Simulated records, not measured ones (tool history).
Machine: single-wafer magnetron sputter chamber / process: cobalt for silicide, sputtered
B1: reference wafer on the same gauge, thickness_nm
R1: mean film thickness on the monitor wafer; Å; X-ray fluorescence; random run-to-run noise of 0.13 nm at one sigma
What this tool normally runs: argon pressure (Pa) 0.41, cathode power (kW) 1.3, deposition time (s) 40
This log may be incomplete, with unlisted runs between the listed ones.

{"run": 1, "day": 0.0, "argon pressure (Pa)": 0.333, "cathode power (kW)": 1.3, "deposition time (s)": 40, "B1": 26.132, "R1": 256.46}
{"run": 2, "day": 4.404, "argon pressure (Pa)": 0.41, "cathode power (kW)": 1.3, "deposition time (s)": 33.9, "B1": 26.1, "R1": 214.03}
{"run": 3, "day": 6.167, "argon pressure (Pa)": 0.41, "cathode power (kW)": 1.3, "deposition time (s)": 33.9, "B1": 26.124, "R1": 212.91}
{"run": 4, "day": 8.604, "argon pressure (Pa)": 0.41, "cathode power (kW)": 1.05, "deposition time (s)": 40, "B1": 26.111, "R1": 203.63}
{"run": 5, "day": 12.521, "argon pressure (Pa)": 0.41, "cathode power (kW)": 1.05, "deposition time (s)": 40, "B1": 26.112, "R1": 201.01}
{"run": 6, "day": 14.275, "argon pressure (Pa)": 0.41, "cathode power (kW)": 1.45, "deposition time (s)": 40, "B1": 26.095, "R1": 280.86}
{"run": 7, "day": 16.712, "argon pressure (Pa)": 0.41, "cathode power (kW)": 1.45, "deposition time (s)": 40, "B1": 26.105, "R1": 282.6}
{"day": 18.762, "done": "sputter target and shields replaced"}
{"run": 8, "day": 20.783, "argon pressure (Pa)": 0.41, "cathode power (kW)": 1.3, "deposition time (s)": 40, "B1": 26.089, "R1": 253.29}
{"day": 21.892, "done": "magnet pack replaced"}
{"run": 9, "day": 23.342, "argon pressure (Pa)": 0.41, "cathode power (kW)": 1.3, "deposition time (s)": 40, "B1": 26.048, "R1": 252.47}
{"run": 10, "day": 27.467, "argon pressure (Pa)": 0.41, "cathode power (kW)": 1.3, "deposition time (s)": 40, "B1": 26.084, "R1": 253.32}
{"run": 11, "day": 30.967, "argon pressure (Pa)": 0.353, "cathode power (kW)": 1.3, "deposition time (s)": 43.7, "B1": 26.141, "R1": 277.34}
{"run": 12, "day": 33.733, "argon pressure (Pa)": 0.353, "cathode power (kW)": 1.3, "deposition time (s)": 43.7, "B1": 26.043, "R1": 278.45}
{"run": 13, "day": 36.779, "argon pressure (Pa)": 0.41, "cathode power (kW)": 1.3, "deposition time (s)": 40, "B1": 26.039, "R1": 250.5}
{"run": 14, "day": 39.029, "argon pressure (Pa)": 0.41, "cathode power (kW)": 1.3, "deposition time (s)": 40, "B1": 26.1, "R1": 251.73}
{"run": 15, "day": 41.288, "argon pressure (Pa)": 0.41, "cathode power (kW)": 1, "deposition time (s)": 40, "B1": 26.165, "R1": 192.5}
{"run": 16, "day": 43.146, "argon pressure (Pa)": 0.552, "cathode power (kW)": 1, "deposition time (s)": 47, "B1": 26.057, "R1": 217.87}
{"day": 45.029, "done": "sputter target and shields replaced"}
{"run": 17, "day": 46.833, "argon pressure (Pa)": 0.41, "cathode power (kW)": 1.3, "deposition time (s)": 44.1, "B1": 26.147, "R1": 274.46}
{"day": 48.812, "done": "gauge calibrated"}
{"run": 18, "day": 49.654, "argon pressure (Pa)": 0.469, "cathode power (kW)": 1.05, "deposition time (s)": 40, "B1": 26.077, "R1": 201.04}
{"day": 50.342, "done": "capacitance manometer re-zeroed and calibrated"}
{"run": 19, "day": 53.679, "argon pressure (Pa)": 0.41, "cathode power (kW)": 1.05, "deposition time (s)": 40, "B1": 26.091, "R1": 201.75}
{"run": 20, "day": 56.825, "argon pressure (Pa)": 0.41, "cathode power (kW)": 1.3, "deposition time (s)": 40, "B1": 26.123, "R1": 250.18}
{"run": 21, "day": 61.183, "argon pressure (Pa)": 0.537, "cathode power (kW)": 1.3, "deposition time (s)": 40, "B1": 26.049, "R1": 241.44}
{"run": 22, "day": 63.35, "argon pressure (Pa)": 0.288, "cathode power (kW)": 1.4, "deposition time (s)": 36.3, "B1": 26.089, "R1": 258.1}
{"run": 23, "day": 66.3, "argon pressure (Pa)": 0.41, "cathode power (kW)": 1.3, "deposition time (s)": 40, "B1": 26.122, "R1": 250.19}
{"run": 24, "day": 69.388, "argon pressure (Pa)": 0.41, "cathode power (kW)": 1.1, "deposition time (s)": 35.4, "B1": 26.141, "R1": 186.96}
{"run": 25, "day": 73.558, "argon pressure (Pa)": 0.41, "cathode power (kW)": 1.3, "deposition time (s)": 40, "B1": 26.063, "R1": 249.59}
{"day": 75.142, "done": "sputter target and shields replaced"}
{"run": 26, "day": 75.55, "argon pressure (Pa)": 0.41, "cathode power (kW)": 1.3, "deposition time (s)": 40, "B1": 26.097, "R1": 250.5}
{"run": 27, "day": 78.162, "argon pressure (Pa)": 0.41, "cathode power (kW)": 1.3, "deposition time (s)": 44.1, "B1": 26.136, "R1": 275.83}
{"run": 28, "day": 84.362, "argon pressure (Pa)": 0.41, "cathode power (kW)": 1.3, "deposition time (s)": 40, "B1": 26.061, "R1": 250.63}
{"run": 29, "day": 88.858, "argon pressure (Pa)": 0.41, "cathode power (kW)": 1.3, "deposition time (s)": 40, "B1": 26.112, "R1": 250.28}
{"run": 30, "day": 91.833, "argon pressure (Pa)": 0.458, "cathode power (kW)": 1.1, "deposition time (s)": 36.8, "B1": 26.134, "R1": 193.93}
{"run": 31, "day": 95.45, "argon pressure (Pa)": 0.524, "cathode power (kW)": 1.3, "deposition time (s)": 35.1, "B1": 26.123, "R1": 210.71}
{"run": 32, "day": 99.717, "argon pressure (Pa)": 0.272, "cathode power (kW)": 1.05, "deposition time (s)": 36.8, "B1": 26.077, "R1": 193.67}
{"run": 33, "day": 102.104, "argon pressure (Pa)": 0.41, "cathode power (kW)": 1.3, "deposition time (s)": 42.2, "B1": 26.127, "R1": 267.48}
{"run": 34, "day": 103.896, "argon pressure (Pa)": 0.302, "cathode power (kW)": 1.3, "deposition time (s)": 35.5, "B1": 26.094, "R1": 231.67}
{"day": 104.871, "done": "capacitance manometer re-zeroed and calibrated"}
{"day": 105.4, "done": "sputter target and shields replaced"}
{"run": 35, "day": 107.483, "argon pressure (Pa)": 0.566, "cathode power (kW)": 1.1, "deposition time (s)": 47.8, "B1": 26.097, "R1": 241.02}

3 options for the next run, each taken on its own from the tool as it stands now. Forecast them:
{"run": "A", "day": 107.5, "argon pressure (Pa)": 0.543, "cathode power (kW)": 1.3, "deposition time (s)": 40, "B1": "?", "R1": "?"}
{"run": "B", "day": 107.5, "argon pressure (Pa)": 0.469, "cathode power (kW)": 1.05, "deposition time (s)": 46.9, "B1": "?", "R1": "?"}
{"run": "C", "day": 107.5, "argon pressure (Pa)": 0.269, "cathode power (kW)": 1.05, "deposition time (s)": 40, "B1": "?", "R1": "?"}

run=A B1=26.061 R1=239.83
run=B B1=26.061 R1=232.38
run=C B1=26.061 R1=211.02
The same runs, with their run-to-run variation unchanged, on a tool lacking any hidden condition would have given:
run=A R1=239.83
run=B R1=232.38
run=C R1=211.02
